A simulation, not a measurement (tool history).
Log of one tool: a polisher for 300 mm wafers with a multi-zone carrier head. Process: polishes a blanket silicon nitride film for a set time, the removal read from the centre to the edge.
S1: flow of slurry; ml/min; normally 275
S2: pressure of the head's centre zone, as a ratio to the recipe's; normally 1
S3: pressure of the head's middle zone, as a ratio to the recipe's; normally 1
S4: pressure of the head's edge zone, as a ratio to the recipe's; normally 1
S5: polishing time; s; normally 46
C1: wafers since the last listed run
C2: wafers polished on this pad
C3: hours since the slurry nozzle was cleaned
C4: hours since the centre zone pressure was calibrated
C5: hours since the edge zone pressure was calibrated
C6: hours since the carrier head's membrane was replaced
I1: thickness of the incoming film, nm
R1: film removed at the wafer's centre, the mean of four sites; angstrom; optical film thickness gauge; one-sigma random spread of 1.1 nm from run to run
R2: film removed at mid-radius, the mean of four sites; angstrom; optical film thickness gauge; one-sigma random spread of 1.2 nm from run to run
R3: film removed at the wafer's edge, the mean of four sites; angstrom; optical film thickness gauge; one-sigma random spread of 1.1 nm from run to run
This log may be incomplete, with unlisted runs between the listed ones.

run 1 hour=0 | S1=275 S2=1 S3=1 S4=1 S5=46 | C1=0 C2=1495 C3=99.8 C4=583.2 C5=183.6 C6=1036.8 | I1=759 | R1=894 R2=904 R3=907
-- hour=4.1 worn pad replaced by a new one
run 2 hour=29.3 | S1=215 S2=1 S3=1 S4=1 S5=46 | C1=219 C2=218 C3=129.1 C4=612.5 C5=212.9 C6=1066.1 | I1=766.1 | R1=862 R2=858 R3=892
run 3 hour=45.5 | S1=215 S2=1 S3=1 S4=1 S5=46 | C1=140 C2=359 C3=145.3 C4=628.7 C5=229.1 C6=1082.3 | I1=767.5 | R1=864 R2=842 R3=880
run 4 hour=80.4 | S1=275 S2=1 S3=1 S4=1 S5=46 | C1=302 C2=661 C3=180.2 C4=663.6 C5=264 C6=1117.2 | I1=755.2 | R1=879 R2=879 R3=881
run 5 hour=116 | S1=275 S2=1 S3=1 S4=1 S5=46 | C1=308 C2=970 C3=215.8 C4=699.2 C5=299.6 C6=1152.8 | I1=766.6 | R1=887 R2=893 R3=888
run 6 hour=129.3 | S1=275 S2=1 S3=1.09 S4=1 S5=46 | C1=115 C2=1085 C3=229.1 C4=712.5 C5=312.9 C6=1166.1 | I1=780.2 | R1=885 R2=958 R3=900
-- hour=143.5 slurry nozzle cleaned
-- hour=154.4 worn pad replaced by a new one
run 7 hour=161.1 | S1=275 S2=1 S3=1.05 S4=1 S5=46 | C1=232 C2=58 C3=17.6 C4=744.3 C5=344.7 C6=1197.9 | I1=786.3 | R1=856 R2=874 R3=865
run 8 hour=182.7 | S1=275 S2=1 S3=1 S4=0.96 S5=46 | C1=187 C2=245 C3=39.2 C4=765.9 C5=366.3 C6=1219.5 | I1=764.9 | R1=828 R2=838 R3=862
run 9 hour=217.3 | S1=275 S2=0.96 S3=0.91 S4=1.06 S5=46 | C1=299 C2=545 C3=73.8 C4=800.5 C5=400.9 C6=1254.1 | I1=786 | R1=802 R2=762 R3=875
-- hour=219.2 slurry nozzle cleaned, repeated, since the last time left the tool worse
-- hour=245.8 carrier head's membrane replaced by a new one
run 10 hour=298.2 | S1=345 S2=1 S3=1 S4=1.12 S5=56 | C1=649 C2=1195 C3=79 C4=881.4 C5=481.8 C6=52.4 | I1=773.3 | R1=1106 R2=1133 R3=1162
-- hour=314.9 worn pad replaced by a new one
run 11 hour=315.4 | S1=240 S2=0.93 S3=1 S4=1 S5=46 | C1=114 C2=4 C3=96.2 C4=898.6 C5=499 C6=69.6 | I1=770.3 | R1=806 R2=878 R3=898
run 12 hour=334.7 | S1=275 S2=1 S3=1 S4=0.97 S5=46 | C1=167 C2=171 C3=115.5 C4=917.9 C5=518.3 C6=88.9 | I1=777.8 | R1=888 R2=905 R3=901
run 13 hour=356.6 | S1=275 S2=1 S3=1 S4=1 S5=38 | C1=189 C2=361 C3=137.4 C4=939.8 C5=540.2 C6=110.8 | I1=765.7 | R1=749 R2=740 R3=747

The next listed run, before its measurement:
-- hour=393.3 edge zone pressure recalibrated
-- hour=395.3 centre zone pressure recalibrated
run 14 hour=426.6 | S1=275 S2=0.95 S3=1.08 S4=1.09 S5=59 | C1=572 C2=933 C3=207.4 C4=31.3 C5=33.3 C6=180.8 | I1=770.8 | R1=? R2=? R3=?

{"run 14": {"R1": 1081, "R2": 1245, "R3": 1175}}
Had the tool carried no hidden state, the very same run would have given R1 1109 angstrom, R2 1274 angstrom, R3 1196 angstrom.
